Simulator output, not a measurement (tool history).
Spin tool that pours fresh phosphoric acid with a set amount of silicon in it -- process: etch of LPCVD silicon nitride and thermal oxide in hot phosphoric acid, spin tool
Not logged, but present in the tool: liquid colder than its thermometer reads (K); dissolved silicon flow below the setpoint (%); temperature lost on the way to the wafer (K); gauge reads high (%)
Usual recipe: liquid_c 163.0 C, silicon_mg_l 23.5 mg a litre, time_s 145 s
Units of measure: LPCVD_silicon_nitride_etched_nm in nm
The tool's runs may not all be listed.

| run | hour | liquid_c | silicon_mg_l | time_s | wafers since the last listed run | hours since the thermometer was replaced | hours since the dissolved silicon flow meter was replaced | hours since the heated supply line was repaired | hours since the gauge calibration | read-back film thickness of the LPCVD silicon nitride reference wafer, read on the same gauge (nm) | LPCVD_silicon_nitride_etched_nm |
|---|---|---|---|---|---|---|---|---|---|---|---|
| 1 | 0.0 | 163.0 | 23.5 | 145 | 0 | 1016.3 | 197.8 | 101.6 | 2094.6 | 89.97 | 15.16 |
| 2 | 41.4 | 163.0 | 23.5 | 145 | 256 | 1057.7 | 239.2 | 143.0 | 2136.0 | 90.01 | 15.25 |
| 3 | 81.4 | 163.0 | 23.5 | 145 | 248 | 1097.7 | 279.2 | 183.0 | 2176.0 | 90.00 | 15.13 |
|  | 95.2 | thermometer replaced |
| 4 | 139.2 | 163.0 | 23.5 | 200 | 352 | 44.0 | 337.0 | 240.8 | 2233.8 | 89.98 | 22.15 |
| 5 | 177.5 | 161.5 | 23.5 | 80 | 237 | 82.3 | 375.3 | 279.1 | 2272.1 | 89.98 | 8.40 |
| 6 | 237.1 | 161.0 | 33.0 | 145 | 369 | 141.9 | 434.9 | 338.7 | 2331.7 | 90.02 | 14.71 |
| 7 | 283.2 | 163.0 | 23.5 | 145 | 286 | 188.0 | 481.0 | 384.8 | 2377.8 | 90.01 | 15.66 |
| 8 | 366.4 | 163.0 | 23.5 | 145 | 516 | 271.2 | 564.2 | 468.0 | 2461.0 | 90.00 | 15.75 |
|  | 416.4 | gauge calibrated |
| 9 | 422.8 | 163.0 | 10.0 | 120 | 349 | 327.6 | 620.6 | 524.4 | 6.4 | 90.03 | 12.73 |
|  | 467.3 | dissolved silicon flow meter replaced |
| 10 | 479.1 | 163.0 | 35.5 | 145 | 343 | 383.9 | 11.8 | 580.7 | 62.7 | 89.99 | 15.43 |
| 11 | 516.2 | 163.0 | 23.5 | 145 | 230 | 421.0 | 48.9 | 617.8 | 99.8 | 90.01 | 15.23 |
| 12 | 544.0 | 163.0 | 23.5 | 145 | 172 | 448.8 | 76.7 | 645.6 | 127.6 | 89.97 | 15.36 |
| 13 | 571.8 | 164.5 | 6.5 | 175 | 172 | 476.6 | 104.5 | 673.4 | 155.4 | 89.98 | 19.28 |
| 14 | 599.9 | 161.0 | 33.0 | 145 | 174 | 504.7 | 132.6 | 701.5 | 183.5 | 89.98 | 14.22 |
|  | 654.2 | heated supply line repaired |
| 15 | 654.7 | 164.0 | 14.5 | 120 | 333 | 559.5 | 187.4 | 0.5 | 238.3 | 90.01 | 13.33 |
| 16 | 679.8 | 160.5 | 15.0 | 115 | 155 | 584.6 | 212.5 | 25.6 | 263.4 | 90.00 | 11.33 |
| 17 | 727.4 | 165.5 | 37.0 | 195 | 295 | 632.2 | 260.1 | 73.2 | 311.0 | 90.02 | 22.77 |
| 18 | 780.4 | 164.0 | 33.0 | 60 | 328 | 685.2 | 313.1 | 126.2 | 364.0 | 89.98 | 6.59 |
| 19 | 806.0 | 165.5 | 5.5 | 90 | 158 | 710.8 | 338.7 | 151.8 | 389.6 | 89.98 | 10.40 |
| 20 | 868.3 | 163.0 | 29.5 | 120 | 386 | 773.1 | 401.0 | 214.1 | 451.9 | 90.00 | 12.58 |
| 21 | 919.2 | 163.0 | 14.0 | 145 | 315 | 824.0 | 451.9 | 265.0 | 502.8 | 89.99 | 15.27 |
| 22 | 987.4 | 160.0 | 32.5 | 145 | 423 | 892.2 | 520.1 | 333.2 | 571.0 | 90.00 | 13.64 |

For each run, the measured value with the value that run would have given without the tool's hidden condition subtracted. The run-to-run variation is shared by both, the gauge scatter possibly not:
| run | LPCVD_silicon_nitride_etched_nm |
|---|---|
| 1 | -0.98 |
| 2 | -1.05 |
| 3 | -1.10 |
| 4 | -0.41 |
| 5 | -0.19 |
| 6 | -0.43 |
| 7 | -0.52 |
| 8 | -0.66 |
| 9 | -0.60 |
| 10 | -0.82 |
| 11 | -0.87 |
| 12 | -0.92 |
| 13 | -1.20 |
| 14 | -0.95 |
| 15 | -0.51 |
| 16 | -0.47 |
| 17 | -1.04 |
| 18 | -0.34 |
| 19 | -0.56 |
| 20 | -0.77 |
| 21 | -1.01 |
| 22 | -1.01 |

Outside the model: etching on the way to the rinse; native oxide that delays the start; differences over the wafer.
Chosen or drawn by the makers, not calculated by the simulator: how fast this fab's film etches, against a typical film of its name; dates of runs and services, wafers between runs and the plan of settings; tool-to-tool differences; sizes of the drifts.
